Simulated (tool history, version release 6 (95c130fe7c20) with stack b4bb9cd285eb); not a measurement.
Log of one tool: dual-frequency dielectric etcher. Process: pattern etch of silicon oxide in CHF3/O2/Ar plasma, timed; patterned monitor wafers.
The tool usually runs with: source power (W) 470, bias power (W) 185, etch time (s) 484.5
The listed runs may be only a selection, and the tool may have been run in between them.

| run | hour | source power (W) | bias power (W) | etch time (s) | wafers since the last listed run | hours since the last wet clean | hours since the last source power generator calibration | hours since the last bias power generator calibration | hours since the last upper electrode change | hours since the gauge calibration | read-back reference wafer on the same gauge, depth_nm | mean etch depth across the wafer (angstrom) |
|---|---|---|---|---|---|---|---|---|---|---|---|---|
| 1 | 0 | 470 | 185 | 484.5 | 0 | 230.4 | 3299.4 | 3701.9 | 5020 | 203.4 | 928.5 | 8181 |
| 2 | 53.4 | 470 | 185 | 484.5 | 221 | 283.8 | 3352.8 | 3755.3 | 5073.4 | 256.8 | 926 | 8244 |
| 3 | 100.7 | 470 | 185 | 484.5 | 195 | 331.1 | 3400.1 | 3802.6 | 5120.7 | 304.1 | 927.2 | 8220 |
| 4 | 176.7 | 470 | 185 | 484.5 | 314 | 407.1 | 3476.1 | 3878.6 | 5196.7 | 380.1 | 928.3 | 8236 |
| 5 | 270.2 | 470 | 185 | 484.5 | 387 | 500.6 | 3569.6 | 3972.1 | 5290.2 | 473.6 | 925 | 8408 |
| 6 | 308.2 | 470 | 185 | 386.5 | 157 | 538.6 | 3607.6 | 4010.1 | 5328.2 | 511.6 | 928.9 | 6636 |
| 7 | 398.2 | 470 | 185 | 484.5 | 372 | 628.6 | 3697.6 | 4100.1 | 5418.2 | 601.6 | 928.5 | 8300 |
|  | 469 | wet clean of the chamber |
| 8 | 476.7 | 470 | 185 | 484.5 | 225 | 7.7 | 3776.1 | 4178.6 | 5496.7 | 680.1 | 928.2 | 8157 |
| 9 | 548.4 | 470 | 185 | 484.5 | 297 | 79.4 | 3847.8 | 4250.3 | 5568.4 | 751.8 | 927.9 | 8212 |
| 10 | 642.5 | 470 | 185 | 585.5 | 389 | 173.5 | 3941.9 | 4344.4 | 5662.5 | 845.9 | 925.7 | 9952 |
|  | 667 | source power generator calibrated |
|  | 704 | upper electrode replaced |
| 11 | 738 | 470 | 185 | 585.5 | 279 | 269 | 71 | 4439.9 | 34 | 941.4 | 928.5 | 9894 |
|  | 824.2 | gauge calibrated |
| 12 | 959.5 | 470 | 185 | 585.5 | 917 | 490.5 | 292.5 | 4661.4 | 255.5 | 135.3 | 928.8 | 10115 |
| 13 | 1013.3 | 540 | 185 | 484.5 | 222 | 544.3 | 346.3 | 4715.2 | 309.3 | 189.1 | 927.8 | 8819 |
|  | 1037.3 | wet clean of the chamber |
| 14 | 1108.9 | 380 | 185 | 484.5 | 296 | 71.6 | 441.9 | 4810.8 | 404.9 | 284.7 | 927.8 | 7581 |
| 15 | 1149.7 | 350 | 185 | 547 | 169 | 112.4 | 482.7 | 4851.6 | 445.7 | 325.5 | 926.3 | 8231 |
|  | 1201.4 | bias power generator calibrated |
| 16 | 1245.5 | 470 | 185 | 442 | 380 | 208.2 | 578.5 | 44.1 | 541.5 | 421.3 | 928.6 | 7496 |
| 17 | 1341 | 470 | 185 | 484.5 | 395 | 303.7 | 674 | 139.6 | 637 | 516.8 | 928.7 | 8214 |
| 18 | 1441.7 | 360 | 216 | 484.5 | 417 | 404.4 | 774.7 | 240.3 | 737.7 | 617.5 | 927.9 | 8012 |
| 19 | 1532.6 | 470 | 213 | 484.5 | 376 | 495.3 | 865.6 | 331.2 | 828.6 | 708.4 | 928.8 | 8849 |
|  | 1599.8 | wet clean of the chamber |
| 20 | 1600.3 | 350 | 185 | 547 | 181 | 0.5 | 933.3 | 398.9 | 896.3 | 776.1 | 929.3 | 8071 |
| 21 | 1666 | 390 | 149 | 382 | 272 | 66.2 | 999 | 464.6 | 962 | 841.8 | 927.2 | 5422 |

Expected results for the next run?
| 22 | 1709.8 | 580 | 209 | 534.5 | 181 | 110 | 1042.8 | 508.4 | 1005.8 | 885.6 | ? | ? |

read-back reference wafer on the same gauge, depth_nm: 928.4
mean etch depth across the wafer (angstrom): 10267
With no hidden state in the tool, this same run would have given mean etch depth across the wafer (angstrom) 10234.

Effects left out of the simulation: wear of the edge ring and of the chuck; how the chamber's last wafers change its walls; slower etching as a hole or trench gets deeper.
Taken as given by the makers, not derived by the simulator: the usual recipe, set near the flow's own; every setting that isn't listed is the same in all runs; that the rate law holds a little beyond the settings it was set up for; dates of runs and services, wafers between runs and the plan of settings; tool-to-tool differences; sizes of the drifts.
